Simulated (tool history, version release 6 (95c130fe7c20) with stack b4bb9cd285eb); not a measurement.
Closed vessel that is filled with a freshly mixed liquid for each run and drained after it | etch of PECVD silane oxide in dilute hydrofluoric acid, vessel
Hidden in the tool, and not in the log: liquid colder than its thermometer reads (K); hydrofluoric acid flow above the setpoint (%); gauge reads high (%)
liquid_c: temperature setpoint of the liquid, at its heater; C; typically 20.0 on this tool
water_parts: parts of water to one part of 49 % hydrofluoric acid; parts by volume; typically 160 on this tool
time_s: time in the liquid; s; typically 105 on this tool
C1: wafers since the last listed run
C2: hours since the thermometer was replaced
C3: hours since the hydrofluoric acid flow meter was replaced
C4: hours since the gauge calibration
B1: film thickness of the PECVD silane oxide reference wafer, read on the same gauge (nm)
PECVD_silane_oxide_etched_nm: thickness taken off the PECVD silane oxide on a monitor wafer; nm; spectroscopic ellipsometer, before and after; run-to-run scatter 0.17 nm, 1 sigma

{"run": 1, "hour": 0.0, "liquid_c": 20.0, "water_parts": 160, "time_s": 105, "C1": 0, "C2": 802.1, "C3": 162.2, "C4": 399.4, "B1": 150.02, "PECVD_silane_oxide_etched_nm": 18.54}
{"run": 2, "hour": 71.3, "liquid_c": 17.0, "water_parts": 160, "time_s": 105, "C1": 8765, "C2": 873.4, "C3": 233.5, "C4": 470.7, "B1": 149.99, "PECVD_silane_oxide_etched_nm": 16.67}
{"run": 3, "hour": 104.4, "liquid_c": 20.0, "water_parts": 195, "time_s": 105, "C1": 4069, "C2": 906.5, "C3": 266.6, "C4": 503.8, "B1": 150.02, "PECVD_silane_oxide_etched_nm": 14.84}
{"run": 4, "hour": 145.2, "liquid_c": 20.0, "water_parts": 195, "time_s": 105, "C1": 5015, "C2": 947.3, "C3": 307.4, "C4": 544.6, "B1": 149.99, "PECVD_silane_oxide_etched_nm": 14.96}
{"run": 5, "hour": 203.4, "liquid_c": 20.0, "water_parts": 160, "time_s": 105, "C1": 7154, "C2": 1005.5, "C3": 365.6, "C4": 602.8, "B1": 150.01, "PECVD_silane_oxide_etched_nm": 18.83}
{"run": 6, "hour": 269.9, "liquid_c": 20.0, "water_parts": 160, "time_s": 105, "C1": 8175, "C2": 1072.0, "C3": 432.1, "C4": 669.3, "B1": 150.0, "PECVD_silane_oxide_etched_nm": 19.02}
{"run": 7, "hour": 345.2, "liquid_c": 20.0, "water_parts": 160, "time_s": 105, "C1": 9256, "C2": 1147.3, "C3": 507.4, "C4": 744.6, "B1": 150.03, "PECVD_silane_oxide_etched_nm": 19.16}
{"run": 8, "hour": 378.9, "liquid_c": 20.0, "water_parts": 160, "time_s": 105, "C1": 4142, "C2": 1181.0, "C3": 541.1, "C4": 778.3, "B1": 150.02, "PECVD_silane_oxide_etched_nm": 19.55}
{"hour": 383.6, "done": "gauge calibrated"}
{"hour": 403.0, "done": "thermometer replaced"}
{"run": 9, "hour": 430.5, "liquid_c": 24.5, "water_parts": 190, "time_s": 105, "C1": 6220, "C2": 27.5, "C3": 592.7, "C4": 46.9, "B1": 149.99, "PECVD_silane_oxide_etched_nm": 20.38}
{"hour": 439.2, "done": "hydrofluoric acid flow meter replaced"}
{"run": 10, "hour": 533.6, "liquid_c": 23.0, "water_parts": 230, "time_s": 60, "C1": 12551, "C2": 130.6, "C3": 94.4, "C4": 150.0, "B1": 150.0, "PECVD_silane_oxide_etched_nm": 7.95}
{"run": 11, "hour": 599.9, "liquid_c": 20.0, "water_parts": 160, "time_s": 105, "C1": 8150, "C2": 196.9, "C3": 160.7, "C4": 216.3, "B1": 150.0, "PECVD_silane_oxide_etched_nm": 19.41}
{"run": 12, "hour": 665.9, "liquid_c": 21.5, "water_parts": 160, "time_s": 85, "C1": 8113, "C2": 262.9, "C3": 226.7, "C4": 282.3, "B1": 150.01, "PECVD_silane_oxide_etched_nm": 16.96}
{"run": 13, "hour": 726.5, "liquid_c": 24.5, "water_parts": 100, "time_s": 60, "C1": 7449, "C2": 323.5, "C3": 287.3, "C4": 342.9, "B1": 149.99, "PECVD_silane_oxide_etched_nm": 23.23}
{"run": 14, "hour": 760.4, "liquid_c": 25.0, "water_parts": 120, "time_s": 105, "C1": 4167, "C2": 357.4, "C3": 321.2, "C4": 376.8, "B1": 149.99, "PECVD_silane_oxide_etched_nm": 33.06}
{"run": 15, "hour": 828.0, "liquid_c": 22.5, "water_parts": 120, "time_s": 165, "C1": 8310, "C2": 425.0, "C3": 388.8, "C4": 444.4, "B1": 150.0, "PECVD_silane_oxide_etched_nm": 47.19}
{"run": 16, "hour": 886.1, "liquid_c": 17.0, "water_parts": 125, "time_s": 50, "C1": 7142, "C2": 483.1, "C3": 446.9, "C4": 502.5, "B1": 150.0, "PECVD_silane_oxide_etched_nm": 11.27}

Predict each of these 5 candidate next runs independently; none follows another, all start after run 16:
{"run": "A", "hour": 886.8, "liquid_c": 17.5, "water_parts": 160, "time_s": 105, "C1": 86, "C2": 483.8, "C3": 447.6, "C4": 503.2, "B1": "?", "PECVD_silane_oxide_etched_nm": "?"}
{"run": "B", "hour": 886.8, "liquid_c": 17.5, "water_parts": 225, "time_s": 125, "C1": 86, "C2": 483.8, "C3": 447.6, "C4": 503.2, "B1": "?", "PECVD_silane_oxide_etched_nm": "?"}
{"run": "C", "hour": 886.8, "liquid_c": 20.0, "water_parts": 140, "time_s": 50, "C1": 86, "C2": 483.8, "C3": 447.6, "C4": 503.2, "B1": "?", "PECVD_silane_oxide_etched_nm": "?"}
{"run": "D", "hour": 886.8, "liquid_c": 17.0, "water_parts": 225, "time_s": 105, "C1": 86, "C2": 483.8, "C3": 447.6, "C4": 503.2, "B1": "?", "PECVD_silane_oxide_etched_nm": "?"}
{"run": "E", "hour": 886.8, "liquid_c": 22.5, "water_parts": 160, "time_s": 65, "C1": 86, "C2": 483.8, "C3": 447.6, "C4": 503.2, "B1": "?", "PECVD_silane_oxide_etched_nm": "?"}

run=A B1=150.00 PECVD_silane_oxide_etched_nm=17.97
run=B B1=150.00 PECVD_silane_oxide_etched_nm=14.38
run=C B1=150.00 PECVD_silane_oxide_etched_nm=11.04
run=D B1=150.00 PECVD_silane_oxide_etched_nm=11.84
run=E B1=150.00 PECVD_silane_oxide_etched_nm=13.60
With the hidden condition removed and each run's random variation left untouched, the same runs would have given:
run=A PECVD_silane_oxide_etched_nm=17.42
run=B PECVD_silane_oxide_etched_nm=13.88
run=C PECVD_silane_oxide_etched_nm=10.70
run=D PECVD_silane_oxide_etched_nm=11.43
run=E PECVD_silane_oxide_etched_nm=13.14

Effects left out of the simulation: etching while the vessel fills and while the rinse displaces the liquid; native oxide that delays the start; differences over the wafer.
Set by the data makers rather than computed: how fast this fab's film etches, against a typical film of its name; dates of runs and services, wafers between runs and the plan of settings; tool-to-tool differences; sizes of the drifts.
